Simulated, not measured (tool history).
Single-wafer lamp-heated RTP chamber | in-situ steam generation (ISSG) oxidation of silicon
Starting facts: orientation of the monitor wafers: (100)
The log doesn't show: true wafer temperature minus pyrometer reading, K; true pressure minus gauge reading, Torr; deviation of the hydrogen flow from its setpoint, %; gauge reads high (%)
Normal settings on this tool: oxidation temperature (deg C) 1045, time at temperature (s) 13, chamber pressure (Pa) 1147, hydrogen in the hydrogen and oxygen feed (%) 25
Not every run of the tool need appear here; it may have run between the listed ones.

run	hour	oxidation temperature (deg C)	time at temperature (s)	chamber pressure (Pa)	hydrogen in the hydrogen and oxygen feed (%)	wafers since the last listed run	wafers since the last pyrometer calibration	hours since the pressure gauge was zeroed	hours since the hydrogen flow controller was replaced	hours since the gauge calibration	read-back reference wafer on the same gauge, thickness	oxide thickness on the monitor wafer (nm)
1	0.0	1045	13	1147	19	0	6958	1923.7	4217.9	266.7	5.898	4.959
2	13.2	1045	13	1147	19	117	7076	1936.9	4231.1	279.9	5.902	4.977
3	26.5	1045	13	1147	25	118	7195	1950.2	4244.4	293.2	5.899	5.327
4	32.6	1045	13	1147	25	54	7249	1956.3	4250.5	299.3	5.898	5.352
5	44.5	1045	13	1227	25	106	7355	1968.2	4262.4	311.2	5.895	5.299
6	61.8	1045	13	1147	25	154	7510	1985.5	4279.7	328.5	5.908	5.337
7	95.9	1045	13	1147	25	304	7815	2019.6	4313.8	362.6	5.898	5.334
8	103.8	1045	13	1147	25	70	7885	2027.5	4321.7	370.5	5.902	5.356
9	110.9	1045	13	1147	25	63	7949	2034.6	4328.8	377.6	5.903	5.351
10	117.0	1045	13	1147	25	54	8003	2040.7	4334.9	383.7	5.898	5.381
11	132.5	1045	13	1147	25	138	8141	2056.2	4350.4	399.2	5.900	5.373
12	145.6	1060	13	1147	25	117	8258	2069.3	4363.5	412.3	5.905	5.797
13	161.0	1045	11	1147	25	137	8396	2084.7	4378.9	427.7	5.893	4.937
14	170.1	1057	13	987	25	81	8477	2093.8	4388.0	436.8	5.902	5.756
# hour 174.9: gauge calibrated
15	177.6	1028	9	1147	29	66	8544	2101.3	4395.5	2.7	5.904	4.359
# hour 191.0: pyrometer window cleaned and pyrometer calibrated
16	210.3	1045	13	1147	31	220	172	2134.0	4428.2	35.4	5.898	5.825
17	216.6	1060	13	1147	31	56	228	2140.3	4434.5	41.7	5.897	6.284
# hour 230.7: hydrogen flow controller replaced
18	231.2	1045	13	1147	25	58	287	2154.9	0.5	56.3	5.898	5.512
# hour 250.9: pressure gauge zeroed
19	270.1	1045	13	1147	25	276	563	19.2	39.4	95.2	5.904	5.512
20	277.9	1045	13	1147	25	69	633	27.0	47.2	103.0	5.897	5.502
# hour 287.8: pyrometer window cleaned and pyrometer calibrated, repeated, since the last time left the tool worse
21	293.3	1037	15	1147	17	66	48	42.4	62.6	118.4	5.900	4.867
22	302.2	1045	16	1080	25	79	128	51.3	71.5	127.3	5.908	5.722
23	308.3	1055	13	1147	25	54	182	57.4	77.6	133.4	5.902	5.423
24	318.6	1045	13	1147	25	92	274	67.7	87.9	143.7	5.902	5.147
25	327.0	1028	16	1040	21	75	349	76.1	96.3	152.1	5.899	5.091
26	336.1	1054	15	1147	25	81	431	85.2	105.4	161.2	5.895	5.779
27	345.4	1045	11	1147	32	83	514	94.5	114.7	170.5	5.898	5.104
28	359.2	1037	13	1147	25	123	637	108.3	128.5	184.3	5.895	4.980
29	366.9	1054	13	1080	19	68	706	116.0	136.2	192.0	5.894	5.068
30	374.8	1054	15	1147	25	70	776	123.9	144.1	199.9	5.900	5.815
31	383.0	1045	13	1213	25	73	850	132.1	152.3	208.1	5.899	5.126
32	394.3	1052	16	1213	30	100	951	143.4	163.6	219.4	5.902	6.146

Here are 3 independent what-if runs from the current tool condition. What would each one return?
A	394.8	1045	13	1147	18	4	955	143.9	164.1	219.9	?	?
B	394.8	1056	8	1000	25	4	955	143.9	164.1	219.9	?	?
C	394.8	1055	15	1040	25	4	955	143.9	164.1	219.9	?	?

run	read-back reference wafer on the same gauge, thickness	oxide thickness on the monitor wafer (nm)
A	5.902	4.769
B	5.902	4.326
C	5.902	5.865
Without the tool's unlogged condition, the same runs would have read:
run	oxide thickness on the monitor wafer (nm)
A	4.766
B	4.323
C	5.860

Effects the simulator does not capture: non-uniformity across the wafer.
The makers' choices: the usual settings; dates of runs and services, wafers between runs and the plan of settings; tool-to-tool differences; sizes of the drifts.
